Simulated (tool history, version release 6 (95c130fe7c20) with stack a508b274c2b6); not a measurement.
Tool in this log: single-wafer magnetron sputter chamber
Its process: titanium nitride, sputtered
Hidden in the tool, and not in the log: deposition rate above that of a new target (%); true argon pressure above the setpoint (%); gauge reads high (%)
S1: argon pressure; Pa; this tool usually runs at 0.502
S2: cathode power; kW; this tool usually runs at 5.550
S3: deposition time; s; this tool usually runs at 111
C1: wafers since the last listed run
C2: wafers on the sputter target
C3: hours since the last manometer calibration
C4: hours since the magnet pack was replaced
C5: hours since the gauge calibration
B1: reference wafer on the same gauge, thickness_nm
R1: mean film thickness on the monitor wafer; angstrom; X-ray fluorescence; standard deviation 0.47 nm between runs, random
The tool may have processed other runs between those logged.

run 1 day=0.000 | S1=0.502 S2=5.550 S3=111 | C1=0 C2=6409 C3=2290.5 C4=4545.7 C5=159.7 | B1=90.965 | R1=1048.01
-- day=0.146 gauge calibrated
run 2 day=0.292 | S1=0.502 S2=5.550 S3=111 | C1=48 C2=6458 C3=2297.5 C4=4552.7 C5=3.5 | B1=91.120 | R1=1047.58
run 3 day=0.962 | S1=0.502 S2=5.550 S3=111 | C1=111 C2=6569 C3=2313.6 C4=4568.8 C5=19.6 | B1=90.968 | R1=1043.55
run 4 day=1.592 | S1=0.502 S2=5.550 S3=111 | C1=104 C2=6674 C3=2328.7 C4=4583.9 C5=34.7 | B1=91.143 | R1=1045.16
run 5 day=2.079 | S1=0.502 S2=6.250 S3=111 | C1=81 C2=6756 C3=2340.4 C4=4595.6 C5=46.4 | B1=90.927 | R1=1158.56
run 6 day=2.721 | S1=0.502 S2=6.250 S3=111 | C1=107 C2=6863 C3=2355.8 C4=4611.0 C5=61.8 | B1=90.836 | R1=1157.87
run 7 day=3.138 | S1=0.365 S2=5.550 S3=111 | C1=69 C2=6932 C3=2365.8 C4=4621.0 C5=71.8 | B1=90.915 | R1=1093.57
run 8 day=3.596 | S1=0.365 S2=5.550 S3=111 | C1=76 C2=7009 C3=2376.8 C4=4632.0 C5=82.8 | B1=90.968 | R1=1084.62
run 9 day=3.950 | S1=0.365 S2=5.550 S3=111 | C1=59 C2=7068 C3=2385.3 C4=4640.5 C5=91.3 | B1=90.835 | R1=1082.69
run 10 day=4.554 | S1=0.565 S2=5.550 S3=111 | C1=100 C2=7168 C3=2399.8 C4=4655.0 C5=105.8 | B1=90.931 | R1=1001.12
run 11 day=5.167 | S1=0.565 S2=5.550 S3=111 | C1=102 C2=7271 C3=2414.5 C4=4669.7 C5=120.5 | B1=91.125 | R1=995.49
-- day=5.592 gauge calibrated
-- day=5.788 magnet pack replaced
-- day=5.817 capacitance manometer re-zeroed and calibrated
run 12 day=5.838 | S1=0.502 S2=6.700 S3=99 | C1=51 C2=7322 C3=0.5 C4=1.2 C5=5.9 | B1=90.916 | R1=1094.71
run 13 day=6.362 | S1=0.371 S2=4.850 S3=102 | C1=87 C2=7410 C3=13.1 C4=13.8 C5=18.5 | B1=91.027 | R1=853.56
-- day=7.200 sputter target and shields replaced
run 14 day=7.221 | S1=0.415 S2=4.300 S3=96 | C1=87 C2=3 C3=33.7 C4=34.4 C5=39.1 | B1=91.017 | R1=656.34
run 15 day=7.362 | S1=0.502 S2=5.550 S3=126 | C1=23 C2=27 C3=37.1 C4=37.8 C5=42.5 | B1=91.044 | R1=1078.51
run 16 day=8.038 | S1=0.502 S2=4.650 S3=103 | C1=112 C2=139 C3=53.3 C4=54.0 C5=58.7 | B1=90.901 | R1=740.25
run 17 day=8.433 | S1=0.502 S2=5.550 S3=111 | C1=66 C2=205 C3=62.8 C4=63.5 C5=68.2 | B1=91.005 | R1=953.34
run 18 day=8.871 | S1=0.502 S2=5.550 S3=111 | C1=72 C2=278 C3=73.3 C4=74.0 C5=78.7 | B1=91.192 | R1=957.58
run 19 day=9.125 | S1=0.654 S2=5.550 S3=111 | C1=42 C2=321 C3=79.4 C4=80.1 C5=84.8 | B1=91.061 | R1=902.75
run 20 day=9.400 | S1=0.502 S2=5.550 S3=103 | C1=45 C2=366 C3=86.0 C4=86.7 C5=91.4 | B1=90.889 | R1=887.56
-- day=9.783 sputter target and shields replaced, repeated, since the last time left the tool worse
run 21 day=10.075 | S1=0.565 S2=5.550 S3=111 | C1=56 C2=48 C3=102.2 C4=102.9 C5=107.6 | B1=91.097 | R1=1108.13
run 22 day=10.596 | S1=0.558 S2=4.200 S3=111 | C1=86 C2=135 C3=114.7 C4=115.4 C5=120.1 | B1=91.102 | R1=836.47

What if the next run were any one of these 3? Each begins from the tool's condition after run 22:
run A day=10.612 | S1=0.502 S2=5.550 S3=111 | C1=2 C2=138 C3=115.1 C4=115.8 C5=120.5 | B1=? | R1=?
run B day=10.612 | S1=0.408 S2=5.100 S3=101 | C1=2 C2=138 C3=115.1 C4=115.8 C5=120.5 | B1=? | R1=?
run C day=10.612 | S1=0.674 S2=5.550 S3=126 | C1=2 C2=138 C3=115.1 C4=115.8 C5=120.5 | B1=? | R1=?

run=A B1=91.145 R1=1136.40
run=B B1=91.145 R1=982.17
run=C B1=91.145 R1=1215.42
Stripped of hidden state, with their random variation kept, the same runs would have yielded:
run=A R1=1138.54
run=B R1=984.02
run=C R1=1217.70
